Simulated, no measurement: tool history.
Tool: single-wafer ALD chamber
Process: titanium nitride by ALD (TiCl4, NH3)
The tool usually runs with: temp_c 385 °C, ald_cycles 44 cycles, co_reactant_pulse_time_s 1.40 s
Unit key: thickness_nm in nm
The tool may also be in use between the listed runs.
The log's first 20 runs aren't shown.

run	day	temp_c	ald_cycles	co_reactant_pulse_time_s	read-back reference wafer on the same gauge, thickness_nm	thickness_nm
# day 53.533: showerhead replaced
21	55.633	396	44	1.40	0.938	0.842
22	56.654	385	44	1.40	0.938	0.832
23	58.604	385	44	1.40	0.938	0.828
24	59.742	389	49	1.40	0.938	0.930
# day 60.017: gauge calibrated
25	62.675	385	44	1.40	0.952	0.845
26	65.171	385	44	1.40	0.951	0.842
27	66.733	396	38	1.40	0.951	0.740
28	68.171	391	44	1.94	0.950	0.865
29	69.354	374	37	1.92	0.949	0.712
30	71.108	376	36	1.63	0.948	0.691
# day 71.554: thermocouple changed; heater temperature recalibrated
31	72.521	393	40	0.89	0.948	0.752
32	74.179	390	53	1.56	0.948	1.030
33	76.033	385	44	1.95	0.947	0.855
34	77.933	390	53	1.56	0.947	1.027
35	84.500	385	44	0.89	0.945	0.815
36	87.279	377	44	1.58	0.944	0.833
37	88.542	385	44	1.61	0.945	0.846
38	91.325	385	47	1.58	0.944	0.901
39	93.496	385	44	1.40	0.944	0.838

Each row is a separate what-if for the run after 39, all from the same tool condition, not one after another. Results?
A	93.517	375	44	1.40	?	?
B	93.517	391	52	1.40	?	?
C	93.517	385	37	1.60	?	?
D	93.517	379	52	1.94	?	?
E	93.517	385	52	1.83	?	?

run	read-back reference wafer on the same gauge, thickness_nm	thickness_nm
A	0.943	0.827
B	0.943	0.999
C	0.943	0.711
D	0.943	1.004
E	0.943	1.007
Had the tool no hidden state, the same runs would have come out as:
run	thickness_nm
A	0.835
B	1.008
C	0.718
D	1.014
E	1.017
